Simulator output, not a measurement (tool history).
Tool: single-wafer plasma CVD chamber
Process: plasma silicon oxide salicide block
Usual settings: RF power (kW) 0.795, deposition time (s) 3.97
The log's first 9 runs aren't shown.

run,hour,RF power (kW),deposition time (s),wafers since the last listed run,hours since the last RF generator calibration,hours since the showerhead was replaced,hours since the gauge calibration,"read-back reference wafer on the same gauge, thickness_nm",mean film thickness on the monitor wafer (angstrom)
10,252.9,0.870,3.97,753,841.5,3330.5,380.6,44.660,482.11
11,286.3,0.870,3.97,794,874.9,3363.9,414.0,44.690,481.44
12,310.0,0.870,3.97,563,898.6,3387.6,437.7,44.722,476.87
13,374.9,0.795,3.97,1543,963.5,3452.5,502.6,44.717,467.62
14,399.9,0.795,3.97,594,988.5,3477.5,527.6,44.729,466.52
# hour 421.9: showerhead replaced
# hour 430.4: RF generator calibrated
15,430.9,0.795,3.97,356,0.5,9.0,558.6,44.666,468.86
16,445.8,0.795,3.97,354,15.4,23.9,573.5,44.670,466.96
# hour 477.0: gauge calibrated
17,479.8,0.795,3.97,808,49.4,57.9,2.8,44.628,463.09
18,495.2,0.795,3.97,366,64.8,73.3,18.2,44.719,466.14
19,518.2,0.865,3.70,546,87.8,96.3,41.2,44.689,446.41
20,543.7,0.645,3.34,606,113.3,121.8,66.7,44.665,366.29
21,567.8,0.795,4.69,573,137.4,145.9,90.8,44.772,547.19
22,588.4,0.795,3.31,489,158.0,166.5,111.4,44.699,386.77
23,604.0,0.955,4.49,370,173.6,182.1,127.0,44.728,555.48
24,632.2,0.715,3.75,670,201.8,210.3,155.2,44.691,428.67
25,675.1,0.930,4.23,1020,244.7,253.2,198.1,44.709,523.39
26,702.2,0.955,3.52,644,271.8,280.3,225.2,44.672,436.04
27,715.2,0.735,3.44,309,284.8,293.3,238.2,44.711,394.66
28,742.6,0.660,3.97,651,312.2,320.7,265.6,44.700,433.96
29,759.0,0.795,3.97,390,328.6,337.1,282.0,44.628,462.16
30,782.4,0.795,3.97,556,352.0,360.5,305.4,44.772,465.32
31,847.9,0.860,3.25,1557,417.5,426.0,370.9,44.692,390.09
32,918.1,0.795,3.97,1669,487.7,496.2,441.1,44.679,464.29
33,939.1,0.715,3.97,499,508.7,517.2,462.1,44.660,451.24
34,972.9,0.735,3.20,803,542.5,551.0,495.9,44.721,364.68

Forecast each of these 3 alternatives for the next run:
A,973.3,0.795,3.97,9,542.9,551.4,496.3,?,?
B,973.3,0.795,3.22,9,542.9,551.4,496.3,?,?
C,973.3,0.865,4.75,9,542.9,551.4,496.3,?,?

run,"read-back reference wafer on the same gauge, thickness_nm",mean film thickness on the monitor wafer (angstrom)
A,44.708,464.84
B,44.708,377.02
C,44.708,571.36
Without the tool's hidden state the same runs would have given:
run,mean film thickness on the monitor wafer (angstrom)
A,464.84
B,377.02
C,571.36
